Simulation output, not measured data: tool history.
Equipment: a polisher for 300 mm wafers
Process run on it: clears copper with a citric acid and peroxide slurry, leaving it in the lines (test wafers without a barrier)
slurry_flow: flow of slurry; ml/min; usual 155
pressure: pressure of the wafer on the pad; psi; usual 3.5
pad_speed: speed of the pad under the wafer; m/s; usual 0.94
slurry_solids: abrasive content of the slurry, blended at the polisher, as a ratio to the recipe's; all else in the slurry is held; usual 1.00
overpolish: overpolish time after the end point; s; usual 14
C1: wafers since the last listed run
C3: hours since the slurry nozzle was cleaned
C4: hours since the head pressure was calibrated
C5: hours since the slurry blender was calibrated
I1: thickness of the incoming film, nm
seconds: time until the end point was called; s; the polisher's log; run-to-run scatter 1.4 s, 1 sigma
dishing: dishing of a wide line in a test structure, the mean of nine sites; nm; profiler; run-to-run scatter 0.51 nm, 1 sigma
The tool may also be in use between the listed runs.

Run 1, day 0.000: usual settings; C1 0; wafers polished on this pad 275; C3 802.6; C4 694.5; C5 159.8; I1 322.0. Result: seconds 150.3 s, dishing 21.2 nm.
Run 2, day 0.904: usual settings; C1 119; wafers polished on this pad 395; C3 824.3; C4 716.2; C5 181.5; I1 318.0. Result: seconds 150.6 s, dishing 20.6 nm.
At day 1.846: slurry nozzle cleaned.
Run 3, day 1.917: usual settings; C1 128; wafers polished on this pad 523; C3 1.7; C4 740.5; C5 205.8; I1 324.0. Result: seconds 146.0 s, dishing 21.6 nm.
Run 4, day 3.204: usual settings; C1 170; wafers polished on this pad 693; C3 32.6; C4 771.4; C5 236.7; I1 322.6. Result: seconds 147.7 s, dishing 21.6 nm.
Run 5, day 5.608: usual settings; C1 317; wafers polished on this pad 1011; C3 90.3; C4 829.1; C5 294.4; I1 324.9. Result: seconds 147.3 s, dishing 21.8 nm.
At day 6.217: slurry blender recalibrated.
At day 6.242: worn pad replaced by a new one.
Run 6, day 6.421: usual settings; C1 92; wafers polished on this pad 23; C3 109.8; C4 848.6; C5 4.9; I1 320.0. Result: seconds 146.5 s, dishing 22.2 nm.
Run 7, day 7.729: usual settings; C1 172; wafers polished on this pad 196; C3 141.2; C4 880.0; C5 36.3; I1 324.7. Result: seconds 149.1 s, dishing 21.7 nm.
Run 8, day 8.354: usual settings; C1 82; wafers polished on this pad 279; C3 156.2; C4 895.0; C5 51.3; I1 317.9. Result: seconds 143.5 s, dishing 21.9 nm.
Run 9, day 9.008: usual settings; C1 86; wafers polished on this pad 365; C3 171.9; C4 910.7; C5 67.0; I1 319.9. Result: seconds 148.1 s, dishing 22.1 nm.
Run 10, day 10.379: usual settings but slurry_solids 1.30; C1 181; wafers polished on this pad 546; C3 204.8; C4 943.6; C5 99.9; I1 322.2. Result: seconds 141.8 s, dishing 23.5 nm.
Run 11, day 10.883: usual settings but pad_speed 1.10 m/s; C1 66; wafers polished on this pad 613; C3 216.9; C4 955.7; C5 112.0; I1 322.5. Result: seconds 127.3 s, dishing 24.6 nm.
Run 12, day 11.838: usual settings but pad_speed 1.06 m/s, slurry_solids 0.80; C1 126; wafers polished on this pad 739; C3 239.8; C4 978.6; C5 134.9; I1 320.5. Result: seconds 135.4 s, dishing 23.6 nm.
Run 13, day 13.150: usual settings but slurry_flow 125 ml/min; C1 173; wafers polished on this pad 912; C3 271.3; C4 1010.1; C5 166.4; I1 323.7. Result: seconds 152.6 s, dishing 20.9 nm.
Run 14, day 13.712: usual settings but pad_speed 1.06 m/s; C1 74; wafers polished on this pad 987; C3 284.8; C4 1023.6; C5 179.9; I1 324.0. Result: seconds 133.7 s, dishing 24.0 nm.
Run 15, day 14.733: usual settings but slurry_flow 200 ml/min, slurry_solids 0.80; C1 134; wafers polished on this pad 1122; C3 309.3; C4 1048.1; C5 204.4; I1 325.8. Result: seconds 152.0 s, dishing 22.5 nm.
Run 16, day 15.238: usual settings but slurry_solids 1.30; C1 66; wafers polished on this pad 1188; C3 321.4; C4 1060.2; C5 216.5; I1 324.1. Result: seconds 139.2 s, dishing 23.3 nm.
At day 15.558: worn pad replaced by a new one.
Run 17, day 16.421: usual settings but slurry_flow 125 ml/min; C1 134; wafers polished on this pad 113; C3 349.8; C4 1088.6; C5 244.9; I1 332.0. Result: seconds 157.5 s, dishing 21.5 nm.
Run 18, day 17.179: usual settings but pad_speed 1.04 m/s; C1 100; wafers polished on this pad 214; C3 368.0; C4 1106.8; C5 263.1; I1 323.4. Result: seconds 136.6 s, dishing 25.1 nm.
Run 19, day 18.471: usual settings but slurry_flow 110 ml/min, pad_speed 1.24 m/s, slurry_solids 1.20, overpolish 20 s; C1 170; wafers polished on this pad 384; C3 399.0; C4 1137.8; C5 294.1; I1 328.4. Result: seconds 117.4 s, dishing 38.1 nm.
At day 19.317: head pressure recalibrated.
At day 19.675: slurry blender recalibrated.
Run 20, day 19.862: usual settings; C1 161; wafers polished on this pad 546; C3 432.4; C4 13.1; C5 4.5; I1 325.8. Result: seconds 148.8 s, dishing 22.1 nm.
Run 21, day 21.092: usual settings but slurry_flow 205 ml/min; C1 162; wafers polished on this pad 709; C3 461.9; C4 42.6; C5 34.0; I1 318.4. Result: seconds 141.3 s, dishing 23.1 nm.
Run 22, day 22.396: usual settings but slurry_flow 185 ml/min, pressure 2.6 psi, pad_speed 0.70 m/s; C1 172; wafers polished on this pad 881; C3 493.2; C4 73.9; C5 65.3; I1 326.4. Result: seconds 258.0 s, dishing 13.1 nm.
At day 23.908: worn pad replaced by a new one.
Run 23, day 23.929: usual settings; C1 180; wafers polished on this pad 2; C3 530.0; C4 110.7; C5 102.1; I1 317.8. Result: seconds 146.0 s, dishing 22.0 nm.
Run 24, day 24.892: usual settings but slurry_flow 170 ml/min, pad_speed 0.66 m/s, slurry_solids 1.25, overpolish 18 s; C1 127; wafers polished on this pad 129; C3 553.1; C4 133.8; C5 125.2; I1 328.7. Result: seconds 201.0 s, dishing 21.1 nm.
Run 25, day 25.996: usual settings but pressure 2.3 psi; C1 145; wafers polished on this pad 275; C3 579.6; C4 160.3; C5 151.7; I1 324.9. Result: seconds 227.3 s, dishing 14.2 nm.
Run 26, day 27.375: usual settings but slurry_solids 0.70, overpolish 17 s; C1 182; wafers polished on this pad 457; C3 612.7; C4 193.4; C5 184.8; I1 330.3. Result: seconds 166.1 s, dishing 25.3 nm.
Run 27, day 28.767: usual settings but pressure 4.1 psi; C1 183; wafers polished on this pad 641; C3 646.1; C4 226.8; C5 218.2; I1 324.1. Result: seconds 130.5 s, dishing 25.2 nm.
Run 28, day 30.233: usual settings but pressure 3.8 psi, pad_speed 0.80 m/s; C1 193; wafers polished on this pad 835; C3 681.3; C4 262.0; C5 253.4; I1 327.9. Result: seconds 165.4 s, dishing 19.3 nm.

Here are 4 independent what-if runs from the current tool condition. What would each one return?
Run A, day 30.254: usual settings but pad_speed 0.76 m/s; C1 2; wafers polished on this pad 838; C3 681.8; C4 262.5; C5 253.9; I1 330.8. Result: seconds ?, dishing ?.
Run B, day 30.254: usual settings but slurry_flow 190 ml/min, pressure 3.1 psi, overpolish 10 s; C1 2; wafers polished on this pad 838; C3 681.8; C4 262.5; C5 253.9; I1 330.8. Result: seconds ?, dishing ?.
Run C, day 30.254: usual settings but slurry_solids 0.70; C1 2; wafers polished on this pad 838; C3 681.8; C4 262.5; C5 253.9; I1 330.8. Result: seconds ?, dishing ?.
Run D, day 30.254: usual settings but pressure 3.2 psi; C1 2; wafers polished on this pad 838; C3 681.8; C4 262.5; C5 253.9; I1 330.8. Result: seconds ?, dishing ?.

run  seconds  dishing
  A    185.9     17.8
  B    168.8     14.1
  C    163.9     20.0
  D    167.6     19.5
Stripped of hidden state, with their random variation kept, the same runs would have yielded:
run  seconds  dishing
  A    179.0     18.4
  B    163.2     14.6
  C    157.8     20.7
  D    161.4     20.2
